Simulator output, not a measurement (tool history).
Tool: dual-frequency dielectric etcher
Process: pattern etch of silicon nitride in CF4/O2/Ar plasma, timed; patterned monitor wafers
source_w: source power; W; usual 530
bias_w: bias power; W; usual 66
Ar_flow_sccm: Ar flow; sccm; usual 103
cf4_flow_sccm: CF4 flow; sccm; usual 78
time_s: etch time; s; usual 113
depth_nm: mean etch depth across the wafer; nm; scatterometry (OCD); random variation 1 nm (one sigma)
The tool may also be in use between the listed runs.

run	hour	source_w	bias_w	Ar_flow_sccm	cf4_flow_sccm	time_s	wafers since the last listed run	hours since the last wet clean	hours since the last source power generator calibration	hours since the last bias power generator calibration	hours since the last Ar flow controller change	hours since the last CF4 flow controller change	hours since the last upper electrode change	hours since the gauge calibration	read-back reference wafer on the same gauge, depth_nm	depth_nm
1	0	530	66	103	78	95.5	0	298	2598.2	3101.7	1611.1	4499	3053.3	123.2	225.1	213.1
2	17.3	530	66	103	78	95.5	96	315.3	2615.5	3119	1628.4	4516.3	3070.6	140.5	225	211.9
3	25	530	66	103	78	95.5	42	323	2623.2	3126.7	1636.1	4524	3078.3	148.2	225.2	212.3
4	31.2	530	59	103	78	113	34	329.2	2629.4	3132.9	1642.3	4530.2	3084.5	154.4	225.6	237
5	42.4	530	66	103	78	113	62	340.4	2640.6	3144.1	1653.5	4541.4	3095.7	165.6	224.9	252.1
# hour 68: wet clean of the chamber
6	68.5	530	66	103	78	113	11	0.5	2666.7	3170.2	1679.6	4567.5	3121.8	191.7	225.1	244.5
7	72.7	530	66	84	83	113	23	4.7	2670.9	3174.4	1683.8	4571.7	3126	195.9	224.8	253.5
8	81.8	530	75	103	78	113	50	13.8	2680	3183.5	1692.9	4580.8	3135.1	205	225.3	258.8
# hour 84.4: gauge calibrated
# hour 91.9: source power generator calibrated
9	92.4	530	75	103	78	113	36	24.4	0.5	3194.1	1703.5	4591.4	3145.7	8	224.7	259.9
# hour 118.5: upper electrode replaced, of another model than before
10	119	530	66	103	78	113	14	51	27.1	3220.7	1730.1	4618	0.5	34.6	224.9	243.7
11	121.1	530	66	103	59	113	11	53.1	29.2	3222.8	1732.2	4620.1	2.6	36.7	225.3	238.5
12	127.7	530	59	103	78	113	36	59.7	35.8	3229.4	1738.8	4626.7	9.2	43.3	224.9	226.6
# hour 138.3: bias power generator calibrated
13	143.7	460	66	103	91	113	66	75.7	51.8	5.4	1754.8	4642.7	25.2	59.3	225	221.9
# hour 161.9: Ar flow controller replaced
14	162.4	530	52	121	66	135.5	70	94.4	70.5	24.1	0.5	4661.4	43.9	78	224.8	230.5
# hour 176.9: CF4 flow controller replaced
15	177.4	480	66	103	78	113	49	109.4	85.5	39.1	15.5	0.5	58.9	93	225.1	227.3
16	188.5	440	75	121	72	113	61	120.5	96.6	50.2	26.6	11.6	70	104.1	225.2	224.3
17	201.1	620	66	103	78	113	69	133.1	109.2	62.8	39.2	24.2	82.6	116.7	224.7	280.2
18	209.1	480	55	117	78	98.5	44	141.1	117.2	70.8	47.2	32.2	90.6	124.7	225.2	168.8
19	218.8	530	78	103	78	92.5	53	150.8	126.9	80.5	56.9	41.9	100.3	134.4	224.8	228.9
20	226.9	530	72	84	89	103	44	158.9	135	88.6	65	50	108.4	142.5	225.3	253.1
21	241.5	530	66	103	86	113	81	173.5	149.6	103.2	79.6	64.6	123	157.1	224.9	250.6
22	258.9	640	66	103	78	124	96	190.9	167	120.6	97	82	140.4	174.5	225.5	318.6

Hidden state or all else? Some run-to-run changes of depth_nm, split into what the settings, what came in and random variation would give without the hidden state, and what is left for the hidden state (with any gauge scatter that isn't in both results):
The hidden state here: etch rate over this chamber's usual, %; source power that arrives over what is set, %; bias power that arrives over what is set, %; Ar flow that arrives over what is set, %; CF4 flow that arrives over what is set, %; gauge reads high (%).
Run 5 -> 6: wet clean of the chamber. depth_nm -7.6 nm: hidden state -9.6, all else +2.
Run 17 -> 18: source_w 620 -> 480, bias_w 66 -> 55, Ar_flow_sccm 103 -> 117, time_s 113 -> 98.5. depth_nm -111.4 nm: hidden state -2.3, all else -109.1.
Run 21 -> 22: source_w 530 -> 640, cf4_flow_sccm 86 -> 78, time_s 113 -> 124. depth_nm +68 nm: hidden state +2.6, all else +65.4.
